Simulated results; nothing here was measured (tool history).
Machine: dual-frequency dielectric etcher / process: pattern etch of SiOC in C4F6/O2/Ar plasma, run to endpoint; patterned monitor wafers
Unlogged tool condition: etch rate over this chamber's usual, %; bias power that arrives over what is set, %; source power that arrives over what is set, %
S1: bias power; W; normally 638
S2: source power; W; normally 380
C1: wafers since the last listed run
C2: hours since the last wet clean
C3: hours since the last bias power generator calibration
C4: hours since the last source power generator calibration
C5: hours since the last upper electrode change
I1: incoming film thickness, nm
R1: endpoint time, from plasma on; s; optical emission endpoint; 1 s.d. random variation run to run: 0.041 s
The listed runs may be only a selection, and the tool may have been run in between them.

run,hour,S1,S2,C1,C2,C3,C4,C5,I1,R1
1,0,638,380,0,468.8,2434.1,3720.5,4349.6,39.26,13.2
2,14,638,380,173,482.8,2448.1,3734.5,4363.6,39.2,13.2
3,26.4,638,380,153,495.2,2460.5,3746.9,4376,39.58,13.3
4,42.6,638,380,200,511.4,2476.7,3763.1,4392.2,39.42,13.3
5,50.3,638,380,95,519.1,2484.4,3770.8,4399.9,39.39,13.3
6,63.5,638,380,163,532.3,2497.6,3784,4413.1,39.3,13.2
7,75.9,638,380,153,544.7,2510,3796.4,4425.5,38.98,13.1
8,92.7,638,380,208,561.5,2526.8,3813.2,4442.3,39.09,13.1
# hour 117.8: wet clean of the chamber
# hour 139.4: upper electrode replaced
9,139.9,638,380,19,22.1,2574,3860.4,0.5,39.37,13.5
10,140.2,479,340,3,22.4,2574.3,3860.7,0.8,39.23,15.8
11,140.5,531,420,3,22.7,2574.6,3861,1.1,39.15,13.5
12,140.8,693,380,3,23,2574.9,3861.3,1.4,39.25,13.2
# hour 147.5: source power generator calibrated
13,148.6,708,380,47,30.8,2582.7,1.1,9.2,38.59,12.8
14,163.5,577,440,184,45.7,2597.6,16,24.1,39.31,12.8
# hour 170.2: bias power generator calibrated
15,175.5,638,380,99,57.7,5.3,28,36.1,39.35,13.5
16,187.7,703,470,151,69.9,17.5,40.2,48.3,39.08,11.5
17,204.3,638,380,205,86.5,34.1,56.8,64.9,38.98,13.3
18,217.4,790,380,162,99.6,47.2,69.9,78,39.14,12.5

Forecast each of these 4 alternatives for the next run:
A,217.8,638,380,4,100,47.6,70.3,78.4,39.15,?
B,217.8,544,380,4,100,47.6,70.3,78.4,39.15,?
C,217.8,545,380,4,100,47.6,70.3,78.4,39.15,?
D,217.8,735,430,4,100,47.6,70.3,78.4,39.15,?

run,R1
A,13.4
B,14.1
C,14.1
D,12
Without the tool's unlogged condition, the same runs would have read:
run,R1
A,13.6
B,14.3
C,14.3
D,12.2
